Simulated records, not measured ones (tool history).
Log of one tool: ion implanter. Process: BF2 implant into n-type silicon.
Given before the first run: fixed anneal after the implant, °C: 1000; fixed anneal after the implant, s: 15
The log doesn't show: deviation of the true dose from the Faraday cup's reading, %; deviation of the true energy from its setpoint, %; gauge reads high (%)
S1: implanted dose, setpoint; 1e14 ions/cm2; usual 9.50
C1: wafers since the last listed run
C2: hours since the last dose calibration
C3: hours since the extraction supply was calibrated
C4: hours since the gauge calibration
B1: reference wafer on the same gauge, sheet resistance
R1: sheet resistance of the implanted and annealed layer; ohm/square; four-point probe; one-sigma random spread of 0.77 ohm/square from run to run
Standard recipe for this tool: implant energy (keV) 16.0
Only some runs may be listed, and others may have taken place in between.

run 1 day=0.000 | S1=9.50 implant_energy_(keV)=16.0 | C1=0 C2=716.2 C3=4590.7 C4=90.5 | B1=201.13 | R1=209.39
run 2 day=1.262 | S1=9.50 implant_energy_(keV)=16.0 | C1=481 C2=746.5 C3=4621.0 C4=120.8 | B1=201.15 | R1=208.47
run 3 day=2.667 | S1=9.50 implant_energy_(keV)=16.0 | C1=535 C2=780.2 C3=4654.7 C4=154.5 | B1=201.06 | R1=209.14
run 4 day=3.529 | S1=9.50 implant_energy_(keV)=16.0 | C1=328 C2=800.9 C3=4675.4 C4=175.2 | B1=201.12 | R1=208.55
run 5 day=4.675 | S1=9.50 implant_energy_(keV)=16.0 | C1=436 C2=828.4 C3=4702.9 C4=202.7 | B1=201.01 | R1=208.37
run 6 day=5.896 | S1=9.50 implant_energy_(keV)=16.0 | C1=465 C2=857.7 C3=4732.2 C4=232.0 | B1=201.10 | R1=208.76
-- day=6.717 extraction supply calibrated
run 7 day=7.308 | S1=9.50 implant_energy_(keV)=16.0 | C1=411 C2=891.6 C3=14.2 C4=265.9 | B1=201.17 | R1=209.61
run 8 day=8.212 | S1=9.50 implant_energy_(keV)=16.0 | C1=344 C2=913.3 C3=35.9 C4=287.6 | B1=200.96 | R1=209.53
run 9 day=9.704 | S1=11.80 implant_energy_(keV)=21.0 | C1=568 C2=949.1 C3=71.7 C4=323.4 | B1=201.10 | R1=176.79
run 10 day=10.354 | S1=9.50 implant_energy_(keV)=16.0 | C1=247 C2=964.7 C3=87.3 C4=339.0 | B1=201.10 | R1=208.55
run 11 day=11.538 | S1=9.50 implant_energy_(keV)=16.0 | C1=451 C2=993.1 C3=115.7 C4=367.4 | B1=201.18 | R1=209.42
-- day=12.129 gauge calibrated
run 12 day=12.229 | S1=6.78 implant_energy_(keV)=21.0 | C1=263 C2=1009.7 C3=132.3 C4=2.4 | B1=200.91 | R1=210.03
run 13 day=13.617 | S1=6.70 implant_energy_(keV)=10.5 | C1=528 C2=1043.0 C3=165.6 C4=35.7 | B1=200.98 | R1=271.33
-- day=14.938 Faraday cup replaced and dose calibrated
run 14 day=16.971 | S1=9.50 implant_energy_(keV)=16.0 | C1=1151 C2=48.8 C3=246.1 C4=116.2 | B1=201.05 | R1=208.92
run 15 day=18.246 | S1=10.80 implant_energy_(keV)=20.0 | C1=486 C2=79.4 C3=276.7 C4=146.8 | B1=200.86 | R1=183.85
run 16 day=19.458 | S1=7.75 implant_energy_(keV)=10.5 | C1=462 C2=108.5 C3=305.8 C4=175.9 | B1=201.08 | R1=256.23

Hidden condition of the tool, last listed run before each entry between runs versus first listed run after:
Logged between run 6 and run 7: extraction supply calibrated (day 6.717)
  both runs share identical hidden conditions
Logged between run 11 and run 12: gauge calibrated (day 12.129)
  both runs share identical hidden conditions
Logged between run 13 and run 14: Faraday cup replaced and dose calibrated (day 14.938)
  both runs share identical hidden conditions

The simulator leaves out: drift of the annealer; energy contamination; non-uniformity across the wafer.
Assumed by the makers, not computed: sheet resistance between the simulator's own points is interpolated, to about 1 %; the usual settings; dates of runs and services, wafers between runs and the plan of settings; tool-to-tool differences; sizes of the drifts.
